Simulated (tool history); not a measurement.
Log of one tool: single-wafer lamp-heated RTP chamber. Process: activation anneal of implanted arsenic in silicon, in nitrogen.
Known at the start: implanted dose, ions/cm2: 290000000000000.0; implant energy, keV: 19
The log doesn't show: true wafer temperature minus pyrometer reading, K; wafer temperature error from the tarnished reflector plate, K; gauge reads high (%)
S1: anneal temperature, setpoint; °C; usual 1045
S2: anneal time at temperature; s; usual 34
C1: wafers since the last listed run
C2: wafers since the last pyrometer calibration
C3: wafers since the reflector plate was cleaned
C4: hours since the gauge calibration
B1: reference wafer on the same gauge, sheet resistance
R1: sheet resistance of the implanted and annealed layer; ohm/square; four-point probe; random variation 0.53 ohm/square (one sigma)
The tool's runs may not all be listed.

run 1 hour=0 | S1=1045 S2=34 | C1=0 C2=2415 C3=5804 C4=706.2 | B1=267.96 | R1=292.19
run 2 hour=49 | S1=1045 S2=34 | C1=705 C2=3121 C3=6510 C4=755.2 | B1=268.06 | R1=293.1
run 3 hour=91.1 | S1=1058 S2=34 | C1=606 C2=3727 C3=7116 C4=797.3 | B1=267.92 | R1=290.94
run 4 hour=141.8 | S1=1036 S2=34 | C1=729 C2=4457 C3=7846 C4=848 | B1=268.2 | R1=294.46
run 5 hour=206.4 | S1=1036 S2=34 | C1=930 C2=5387 C3=8776 C4=912.6 | B1=268.1 | R1=294.25
run 6 hour=274.9 | S1=1036 S2=34 | C1=986 C2=6373 C3=9762 C4=981.1 | B1=268.03 | R1=294.41
run 7 hour=310.1 | S1=1045 S2=34 | C1=506 C2=6880 C3=10269 C4=1016.3 | B1=268.02 | R1=291.63
-- hour=321.5 reflector plate cleaned
run 8 hour=377 | S1=1045 S2=34 | C1=847 C2=7728 C3=798 C4=1083.2 | B1=268.03 | R1=291.38
run 9 hour=438.6 | S1=1045 S2=34 | C1=886 C2=8615 C3=1685 C4=1144.8 | B1=267.95 | R1=290.74
-- hour=464.9 pyrometer window cleaned and pyrometer calibrated
run 10 hour=473.6 | S1=1045 S2=34 | C1=388 C2=124 C3=2073 C4=1179.8 | B1=268.02 | R1=293.35
run 11 hour=499.9 | S1=1045 S2=34 | C1=378 C2=503 C3=2452 C4=1206.1 | B1=268.13 | R1=292.92
run 12 hour=679.6 | S1=1045 S2=34 | C1=2587 C2=3090 C3=5039 C4=1385.8 | B1=267.98 | R1=291.9
run 13 hour=749.1 | S1=1045 S2=34 | C1=1000 C2=4091 C3=6040 C4=1455.3 | B1=267.84 | R1=292.19
run 14 hour=851.6 | S1=1045 S2=34 | C1=1475 C2=5566 C3=7515 C4=1557.8 | B1=267.99 | R1=291.92
run 15 hour=883.2 | S1=1045 S2=34 | C1=454 C2=6021 C3=7970 C4=1589.4 | B1=267.98 | R1=292.24
run 16 hour=945.2 | S1=1045 S2=27 | C1=892 C2=6914 C3=8863 C4=1651.4 | B1=268.02 | R1=293.9
run 17 hour=996.4 | S1=1045 S2=27 | C1=737 C2=7651 C3=9600 C4=1702.6 | B1=267.92 | R1=293.12
run 18 hour=1020.5 | S1=1045 S2=34 | C1=346 C2=7998 C3=9947 C4=1726.7 | B1=268 | R1=290.38
run 19 hour=1067.7 | S1=1045 S2=34 | C1=679 C2=8678 C3=10627 C4=1773.9 | B1=268.04 | R1=290.42
run 20 hour=1091.8 | S1=1063 S2=42 | C1=346 C2=9025 C3=10974 C4=1798 | B1=268 | R1=282.73
-- hour=1140.5 pyrometer window cleaned and pyrometer calibrated
run 21 hour=1142.3 | S1=1024 S2=16 | C1=611 C2=26 C3=11586 C4=1848.5 | B1=267.93 | R1=301.97
-- hour=1154.9 reflector plate cleaned
run 22 hour=1178.5 | S1=1034 S2=17 | C1=405 C2=432 C3=339 C4=1884.7 | B1=267.92 | R1=301.38
run 23 hour=1204.6 | S1=1045 S2=34 | C1=375 C2=808 C3=714 C4=1910.8 | B1=268.1 | R1=292.78
run 24 hour=1239 | S1=1068 S2=52 | C1=495 C2=1303 C3=1210 C4=1945.2 | B1=268 | R1=283.26
run 25 hour=1319.9 | S1=1058 S2=42 | C1=1164 C2=2468 C3=2374 C4=2026.1 | B1=268.03 | R1=288.87
run 26 hour=1353.4 | S1=1059 S2=34 | C1=482 C2=2950 C3=2857 C4=2059.6 | B1=267.93 | R1=290.05
-- hour=1361 gauge calibrated
run 27 hour=1406.6 | S1=1045 S2=34 | C1=765 C2=3716 C3=3623 C4=45.6 | B1=268.08 | R1=292.41
run 28 hour=1453.6 | S1=1055 S2=18 | C1=676 C2=4392 C3=4299 C4=92.6 | B1=268.17 | R1=296.97
run 29 hour=1522.6 | S1=1045 S2=34 | C1=993 C2=5386 C3=5293 C4=161.6 | B1=267.92 | R1=291.47
run 30 hour=1567.4 | S1=1045 S2=41 | C1=644 C2=6031 C3=5938 C4=206.4 | B1=268.01 | R1=289.58
run 31 hour=1605.7 | S1=1045 S2=34 | C1=551 C2=6582 C3=6489 C4=244.7 | B1=268.11 | R1=291.26
run 32 hour=1646.7 | S1=1045 S2=34 | C1=590 C2=7172 C3=7079 C4=285.7 | B1=268.13 | R1=291.44
run 33 hour=1673.5 | S1=1035 S2=14 | C1=385 C2=7558 C3=7465 C4=312.5 | B1=267.9 | R1=299.43
run 34 hour=1727.2 | S1=1056 S2=48 | C1=773 C2=8331 C3=8238 C4=366.2 | B1=267.81 | R1=284.1
-- hour=1748.5 pyrometer window cleaned and pyrometer calibrated
run 35 hour=1766 | S1=1056 S2=34 | C1=443 C2=251 C3=8682 C4=405 | B1=268.16 | R1=290.7
run 36 hour=1796.8 | S1=1070 S2=47 | C1=443 C2=695 C3=9125 C4=435.8 | B1=268.01 | R1=283.26

How the hidden state differs across the entries between the runs, from the last listed run before each to the first after it:
Between runs 7 and 8: reflector plate cleaned (hour 321.5)
  true wafer temperature minus pyrometer reading, K: 7.88 -> 10
  measured less the result without the state, R1: -1.7 -> -2.19 ohm/square
Between runs 9 and 10: pyrometer window cleaned and pyrometer calibrated (hour 464.9)
  true wafer temperature minus pyrometer reading, K: 12.3 -> 1.12
  measured less the result without the state, R1: -2.71 -> -0.24 ohm/square
Between runs 20 and 21: pyrometer window cleaned and pyrometer calibrated (hour 1140.5)
  true wafer temperature minus pyrometer reading, K: 13.6 -> 1.25
  measured less the result without the state, R1: -3.76 -> -0.15 ohm/square
Between runs 21 and 22: reflector plate cleaned (hour 1154.9)
  true wafer temperature minus pyrometer reading, K: 1.25 -> 1.29
  measured less the result without the state, R1: -0.15 -> -0.17 ohm/square
Between runs 26 and 27: gauge calibrated (hour 1361)
  true wafer temperature minus pyrometer reading, K: 2.68 -> 3.49
  measured less the result without the state, R1: -0.64 -> -0.74 ohm/square
Between runs 34 and 35: pyrometer window cleaned and pyrometer calibrated (hour 1748.5)
  true wafer temperature minus pyrometer reading, K: 12.1 -> 0.054
  measured less the result without the state, R1: -3.36 -> -0.01 ohm/square

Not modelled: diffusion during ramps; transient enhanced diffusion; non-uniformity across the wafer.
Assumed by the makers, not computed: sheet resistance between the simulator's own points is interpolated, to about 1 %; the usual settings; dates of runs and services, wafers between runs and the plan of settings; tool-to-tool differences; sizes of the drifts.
